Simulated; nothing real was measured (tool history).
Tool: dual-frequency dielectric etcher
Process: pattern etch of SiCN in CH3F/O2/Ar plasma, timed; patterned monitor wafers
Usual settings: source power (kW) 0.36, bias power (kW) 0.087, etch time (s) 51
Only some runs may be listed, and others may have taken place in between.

run	hour	source power (kW)	bias power (kW)	etch time (s)	wafers since the last listed run	hours since the last wet clean	hours since the last source power generator calibration	hours since the last bias power generator calibration	hours since the last upper electrode change	hours since the gauge calibration	read-back reference wafer on the same gauge, depth_nm	mean etch depth across the wafer (angstrom)
1	0	0.33	0.087	59	0	208.3	3808.8	3447.9	2978.8	540	22.74	219
# hour 9.3: gauge calibrated
2	15.4	0.33	0.087	59	211	223.7	3824.2	3463.3	2994.2	6.1	22.73	217.7
3	42.3	0.36	0.087	51	370	250.6	3851.1	3490.2	3021.1	33	22.7	194.3
4	65.4	0.36	0.087	51	317	273.7	3874.2	3513.3	3044.2	56.1	22.68	196.1
5	86.3	0.36	0.073	51	287	294.6	3895.1	3534.2	3065.1	77	22.69	185.7
6	105	0.36	0.087	51	257	313.3	3913.8	3552.9	3083.8	95.7	22.68	193.7
7	126	0.36	0.087	51	288	334.3	3934.8	3573.9	3104.8	116.7	22.73	197.2
8	161.9	0.4	0.087	51	494	370.2	3970.7	3609.8	3140.7	152.6	22.65	201.4
9	194.1	0.4	0.087	51	443	402.4	4002.9	3642	3172.9	184.8	22.65	200.2
10	210.9	0.36	0.087	51	231	419.2	4019.7	3658.8	3189.7	201.6	22.73	197
11	240.9	0.36	0.087	51	412	449.2	4049.7	3688.8	3219.7	231.6	22.74	194.3
12	263.6	0.36	0.103	51	312	471.9	4072.4	3711.5	3242.4	254.3	22.69	204.4
13	278.8	0.39	0.087	51	209	487.1	4087.6	3726.7	3257.6	269.5	22.76	202
14	296.2	0.36	0.087	51	239	504.5	4105	3744.1	3275	286.9	22.77	195.1
15	315.7	0.36	0.087	46.5	268	524	4124.5	3763.6	3294.5	306.4	22.63	175.6
16	346.5	0.36	0.1	51	423	554.8	4155.3	3794.4	3325.3	337.2	22.76	201.7
# hour 385.2: upper electrode replaced
17	385.7	0.36	0.087	51	209	594	4194.5	3833.6	0.5	376.4	22.69	194.9
# hour 416.9: wet clean of the chamber
18	417.4	0.36	0.066	62.5	105	0.5	4226.2	3865.3	32.2	408.1	22.68	218.4
19	417.7	0.31	0.068	36.5	4	0.8	4226.5	3865.6	32.5	408.4	22.69	124.8
# hour 423.4: source power generator calibrated
20	436.5	0.43	0.087	62.5	203	19.6	13.1	3884.4	51.3	427.2	22.63	252.4
# hour 471.4: bias power generator calibrated
21	471.9	0.42	0.087	51	432	55	48.5	0.5	86.7	462.6	22.66	202.6
22	487.4	0.27	0.087	40	213	70.5	64	16	102.2	478.1	22.72	141
23	500.5	0.36	0.1	51	180	83.6	77.1	29.1	115.3	491.2	22.65	203.8
24	535.5	0.36	0.087	41.5	481	118.6	112.1	64.1	150.3	526.2	22.65	158.2
# hour 538.2: gauge calibrated
25	561.6	0.36	0.087	51	359	144.7	138.2	90.2	176.4	23.4	22.76	196
26	585.5	0.4	0.079	55	328	168.6	162.1	114.1	200.3	47.3	22.7	213.1
27	688.8	0.42	0.087	66.5	1421	271.9	265.4	217.4	303.6	150.6	22.71	265.8
28	711.3	0.36	0.087	51	309	294.4	287.9	239.9	326.1	173.1	22.76	194
29	730.5	0.43	0.097	43.5	264	313.6	307.1	259.1	345.3	192.3	22.73	181.3

5 ways to go on from here, each from the tool as it stands after run 29. What would each give?
A	730.9	0.36	0.087	44	5	314	307.5	259.5	345.7	192.7	?	?
B	730.9	0.45	0.07	43	5	314	307.5	259.5	345.7	192.7	?	?
C	730.9	0.32	0.087	51	5	314	307.5	259.5	345.7	192.7	?	?
D	730.9	0.36	0.107	45.5	5	314	307.5	259.5	345.7	192.7	?	?
E	730.9	0.45	0.097	42.5	5	314	307.5	259.5	345.7	192.7	?	?

run	read-back reference wafer on the same gauge, depth_nm	mean etch depth across the wafer (angstrom)
A	22.7	168.6
B	22.7	166.8
C	22.7	188.6
D	22.7	185.3
E	22.7	180.2
Take away the tool's hidden state, keep each run's random variation, and the runs would have read:
run	mean etch depth across the wafer (angstrom)
A	168.6
B	166.8
C	188.6
D	185.3
E	180.2
